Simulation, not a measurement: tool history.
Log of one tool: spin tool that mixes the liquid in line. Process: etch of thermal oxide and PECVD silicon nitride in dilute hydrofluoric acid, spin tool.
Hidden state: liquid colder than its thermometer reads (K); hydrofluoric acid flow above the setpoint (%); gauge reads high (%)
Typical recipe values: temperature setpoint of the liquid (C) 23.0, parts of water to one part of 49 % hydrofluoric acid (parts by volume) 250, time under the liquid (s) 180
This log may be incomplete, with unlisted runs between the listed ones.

run   hour  temperature setpoint of the liquid (C)  parts of water to one part of 49 % hydrofluoric acid (parts by volume)  time under the liquid (s)  wafers since the last listed run  hours since the thermometer was replaced  hours since the hydrofluoric acid flow meter was replaced  hours since the gauge calibration  read-back film thickness of the thermal oxide reference wafer, read on the same gauge (nm)  read-back film thickness of the PECVD silicon nitride reference wafer, read on the same gauge (nm)  thickness taken off the thermal oxide on a monitor wafer (Å)  thickness taken off the PECVD silicon nitride on a monitor wafer (Å)
  1    0.0                                    23.0                                                                     250                        180                                 0                                    3089.7                                                      654.4                               28.9                                                                                      99.992                                                                                             110.004                                                         34.89                                                                 21.38
  2   12.8                                    23.0                                                                     250                        180                               115                                    3102.5                                                      667.2                               41.7                                                                                      99.991                                                                                             110.003                                                         35.13                                                                 20.56
  3   30.7                                    23.0                                                                     195                        180                               161                                    3120.4                                                      685.1                               59.6                                                                                      99.993                                                                                             109.990                                                         47.54                                                                 25.94
  4   43.9                                    23.0                                                                     195                        180                               119                                    3133.6                                                      698.3                               72.8                                                                                      99.997                                                                                             110.044                                                         47.52                                                                 26.62
  5   52.5                                    23.0                                                                     250                        180                                77                                    3142.2                                                      706.9                               81.4                                                                                      99.978                                                                                             109.977                                                         35.24                                                                 21.21
  6   68.2                                    23.0                                                                     250                        180                               141                                    3157.9                                                      722.6                               97.1                                                                                     100.003                                                                                             110.010                                                         35.21                                                                 20.78
  7   82.0                                    23.0                                                                     250                        180                               124                                    3171.7                                                      736.4                              110.9                                                                                      99.994                                                                                             109.982                                                         35.69                                                                 21.20
  8   98.8                                    23.0                                                                     250                        180                               151                                    3188.5                                                      753.2                              127.7                                                                                     100.007                                                                                             110.037                                                         35.61                                                                 20.51
  9  107.3                                    23.0                                                                     250                        180                                76                                    3197.0                                                      761.7                              136.2                                                                                     100.004                                                                                             110.007                                                         35.41                                                                 20.32
     110.1  -- hydrofluoric acid flow meter replaced
     116.1  -- gauge calibrated
 10  123.0                                    23.0                                                                     220                        180                               132                                    3212.7                                                       12.9                                6.9                                                                                     100.005                                                                                             109.997                                                         36.25                                                                 21.21
 11  130.8                                    19.0                                                                     250                        180                                70                                    3220.5                                                       20.7                               14.7                                                                                      99.991                                                                                             109.993                                                         26.49                                                                 14.46
 12  158.1                                    21.0                                                                     210                        120                               246                                    3247.8                                                       48.0                               42.0                                                                                      99.994                                                                                             110.048                                                         23.55                                                                 13.52
 13  165.0                                    27.0                                                                     175                        110                                62                                    3254.7                                                       54.9                               48.9                                                                                      99.999                                                                                             109.960                                                         34.29                                                                 20.64
 14  175.3                                    23.0                                                                     300                        225                                92                                    3265.0                                                       65.2                               59.2                                                                                     100.015                                                                                             110.023                                                         31.33                                                                 19.24
     192.3  -- thermometer replaced
 15  193.0                                    20.0                                                                     175                        230                               150                                       0.7                                                       82.9                               76.9                                                                                      99.998                                                                                             109.985                                                         55.68                                                                 27.93
 16  200.8                                    18.5                                                                     195                         85                                70                                       8.5                                                       90.7                               84.7                                                                                     100.002                                                                                             109.971                                                         16.79                                                                  8.59
 17  213.3                                    20.5                                                                     325                         85                               112                                      21.0                                                      103.2                               97.2                                                                                      99.975                                                                                             109.989                                                          9.80                                                                  5.99
 18  223.4                                    20.5                                                                     215                        110                                91                                      31.1                                                      113.3                              107.3                                                                                      99.974                                                                                             109.979                                                         21.30                                                                 11.48
 19  235.2                                    19.5                                                                     285                         80                               106                                      42.9                                                      125.1                              119.1                                                                                     100.004                                                                                             110.005                                                         10.66                                                                  5.94
     244.8  -- gauge calibrated
 20  246.8                                    23.0                                                                     350                        105                               104                                      54.5                                                      136.7                                2.0                                                                                     100.002                                                                                             109.989                                                         12.06                                                                  7.65
 21  263.7                                    23.0                                                                     300                        225                               152                                      71.4                                                      153.6                               18.9                                                                                      99.997                                                                                             109.978                                                         31.99                                                                 20.15
 22  270.2                                    23.0                                                                     250                        180                                58                                      77.9                                                      160.1                               25.4                                                                                      99.981                                                                                             110.007                                                         32.11                                                                 18.93

3 ways to go on from here, each from the tool as it stands after run 22. What would each give?
  A  270.7                                    23.0                                                                     250                        180                                 4                                      78.4                                                      160.6                               25.9                                                                                           ?                                                                                                   ?                                                             ?                                                                     ?
  B  270.7                                    19.5                                                                     185                        115                                 4                                      78.4                                                      160.6                               25.9                                                                                           ?                                                                                                   ?                                                             ?                                                                     ?
  C  270.7                                    19.0                                                                     315                         80                                 4                                      78.4                                                      160.6                               25.9                                                                                           ?                                                                                                   ?                                                             ?                                                                     ?

run  read-back film thickness of the thermal oxide reference wafer, read on the same gauge (nm)  read-back film thickness of the PECVD silicon nitride reference wafer, read on the same gauge (nm)  thickness taken off the thermal oxide on a monitor wafer (Å)  thickness taken off the PECVD silicon nitride on a monitor wafer (Å)
  A                                                                                      99.995                                                                                             110.010                                                         32.18                                                                 18.79
  B                                                                                      99.995                                                                                             110.010                                                         25.92                                                                 12.85
  C                                                                                      99.995                                                                                             110.010                                                          9.24                                                                  5.18
Stripped of hidden state, with their random variation kept, the same runs would have yielded:
run  thickness taken off the thermal oxide on a monitor wafer (Å)  thickness taken off the PECVD silicon nitride on a monitor wafer (Å)
  A                                                         31.03                                                                 18.26
  B                                                         25.04                                                                 12.49
  C                                                          8.91                                                                  5.03
